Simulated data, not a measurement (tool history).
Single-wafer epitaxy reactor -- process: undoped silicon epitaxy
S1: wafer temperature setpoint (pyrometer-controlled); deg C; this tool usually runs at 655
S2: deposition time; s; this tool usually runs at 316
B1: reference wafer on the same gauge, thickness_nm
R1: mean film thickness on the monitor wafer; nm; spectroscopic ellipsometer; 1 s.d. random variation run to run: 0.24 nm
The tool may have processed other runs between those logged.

run	day	S1	S2	B1	R1
1	0	655	316	64.722	60.848
2	4.458	655	316	64.717	61.04
3	7.417	655	316	64.676	60.817
4	9.15	655	316	64.658	60.968
5	12.296	655	316	64.649	60.766
6	16.529	655	331	64.638	63.972
7	19.546	655	316	64.714	61.38
8	22.779	655	316	64.666	61.095
9	25.917	655	316	64.726	61.22
10	30.204	655	316	64.725	61.543
11	32.317	655	316	64.646	60.605

Run 12, settings as shown, results not yet in. Your forecast:
# day 33.154: pyrometer calibrated
12	35.638	644	284	?	?

B1: 64.6
R1: 45.167 nm
The same run, on a tool lacking any hidden state, would have yielded R1 43.049 nm.
